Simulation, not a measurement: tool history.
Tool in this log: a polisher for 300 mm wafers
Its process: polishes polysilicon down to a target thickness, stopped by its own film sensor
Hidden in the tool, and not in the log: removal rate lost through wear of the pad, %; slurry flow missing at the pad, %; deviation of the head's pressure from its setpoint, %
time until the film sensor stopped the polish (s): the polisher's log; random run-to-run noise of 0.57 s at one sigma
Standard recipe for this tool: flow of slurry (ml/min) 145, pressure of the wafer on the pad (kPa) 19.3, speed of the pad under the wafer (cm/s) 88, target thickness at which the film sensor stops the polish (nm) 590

run,hour,flow of slurry (ml/min),pressure of the wafer on the pad (kPa),speed of the pad under the wafer (cm/s),target thickness at which the film sensor stops the polish (nm),wafers since the last listed run,wafers polished on this pad,hours since the slurry nozzle was cleaned,hours since the head pressure was calibrated,"incoming thickness of the incoming film, nm",time until the film sensor stopped the polish (s)
1,0.0,145,19.3,88,590,0,324,228.6,416.4,927.4,47.3
2,58.5,145,19.3,88,590,482,807,287.1,474.9,935.8,48.7
3,124.3,145,19.3,88,590,542,1350,352.9,540.7,950.5,51.5
4,222.7,145,19.3,88,590,812,2162,451.3,639.1,936.8,49.3
# hour 253.1: head pressure recalibrated
5,257.6,145,19.3,74,590,271,2433,486.2,4.5,938.2,53.8
6,306.3,145,19.3,88,590,401,2835,534.9,53.2,952.6,48.2
# hour 332.2: slurry nozzle cleaned
# hour 341.0: worn pad replaced by a new one
7,357.5,145,19.3,88,590,381,136,25.3,104.4,940.6,46.6
8,400.5,145,19.3,98,677,354,491,68.3,147.4,943.3,32.4
9,434.4,145,19.3,98,677,279,770,102.2,181.3,947.3,31.8
10,460.0,145,19.3,98,677,211,982,127.8,206.9,929.7,30.8
11,517.7,145,19.3,88,590,476,1458,185.5,264.6,933.6,45.8
12,559.6,145,19.3,88,590,345,1804,227.4,306.5,937.0,47.7
13,614.7,145,19.3,88,590,454,2258,282.5,361.6,937.0,47.8
14,648.3,145,19.3,88,590,277,2536,316.1,395.2,949.8,49.8
15,683.7,145,19.3,88,590,292,2828,351.5,430.6,952.9,51.5
# hour 721.4: worn pad replaced by a new one
16,753.3,155,19.3,88,590,541,263,421.1,500.2,937.6,50.1
17,780.7,155,19.3,88,590,226,489,448.5,527.6,938.5,48.3
18,814.0,155,19.3,88,590,274,764,481.8,560.9,949.8,51.6
# hour 856.2: slurry nozzle cleaned
19,868.4,180,19.3,110,548,440,1205,12.2,615.3,931.7,44.6
20,912.5,145,19.3,88,590,363,1569,56.3,659.4,946.8,52.5
# hour 930.4: head pressure recalibrated
21,979.4,145,23.4,100,533,535,2104,123.2,49.0,933.5,39.3
22,1004.4,145,19.3,88,590,206,2310,148.2,74.0,953.0,49.3
23,1041.8,170,26.2,88,590,308,2619,185.6,111.4,939.9,34.1
24,1091.7,145,19.3,88,548,411,3031,235.5,161.3,942.7,52.9
# hour 1115.5: worn pad replaced by a new one
25,1258.2,175,21.4,88,590,1340,1177,402.0,327.8,931.4,40.9
26,1295.9,180,19.3,110,671,311,1488,439.7,365.5,951.2,30.0
27,1354.9,145,19.3,98,677,486,1975,498.7,424.5,934.0,31.4
28,1391.4,170,26.2,88,590,301,2276,535.2,461.0,948.2,36.6
# hour 1393.8: slurry nozzle cleaned
29,1458.4,145,15.9,70,590,544,2821,64.6,528.0,938.6,74.8
# hour 1482.3: worn pad replaced by a new one
30,1525.8,145,19.3,64,527,523,358,132.0,595.4,946.5,82.4
# hour 1544.9: head pressure recalibrated
31,1558.5,145,19.3,88,590,253,611,164.7,13.6,949.2,47.6

Run 32 is up next; what results do you expect?
32,1617.9,145,19.3,88,590,490,1102,224.1,73.0,953.0,?

time until the film sensor stopped the polish (s): 48.5
Take away the tool's hidden state, keep the run-to-run variation as it was, and the same run would have given time until the film sensor stopped the polish (s) 47.7.
